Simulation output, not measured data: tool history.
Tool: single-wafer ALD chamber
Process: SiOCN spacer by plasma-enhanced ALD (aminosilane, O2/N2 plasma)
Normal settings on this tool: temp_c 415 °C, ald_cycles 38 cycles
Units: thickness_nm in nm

run     day  temp_c  ald_cycles  read-back reference wafer on the same gauge, thickness_nm  thickness_nm
  1       0     415          38                                                      2.092         2.205
      1.767  -- gauge calibrated
  2   2.929     415          38                                                      2.091         2.213
  3   4.783     415          38                                                      2.091         2.225
  4   6.467     415          38                                                      2.091         2.214
  5   7.625     415          34                                                      2.091         1.978
  6   8.942     415          34                                                      2.093          1.98
  7  11.879     415          34                                                      2.088         1.988
  8  13.854     420          45                                                      2.091         2.575
  9    15.7     415          43                                                      2.089         2.505
     16.458  -- thermocouple changed; heater temperature recalibrated
 10  17.946     427          36                                                       2.09         2.046
     19.583  -- gauge calibrated
 11  20.792     426          43                                                       2.09         2.464
 12  23.212     415          38                                                      2.092         2.231
 13  26.004     415          36                                                       2.09         2.119
 14  28.171     415          38                                                      2.088         2.233
 15  30.608     405          45                                                      2.091         2.734

Hidden state or all else? Some run-to-run changes of thickness_nm, split into what the settings, what came in and random variation would give without the hidden state, and what is left for the hidden state (with any gauge scatter that isn't in both results):
What the log doesn't record here: wafer temperature above the value expected at the setpoint (K); gauge reads high (%).
Run 7 -> 8: temp_c 415 -> 420, ald_cycles 34 -> 45. thickness_nm +0.587 nm: hidden state -0.014, all else +0.601.
Run 9 -> 10: temp_c 415 -> 427, ald_cycles 43 -> 36, thermocouple changed; heater temperature recalibrated. thickness_nm -0.459 nm: hidden state +0.052, all else -0.511.
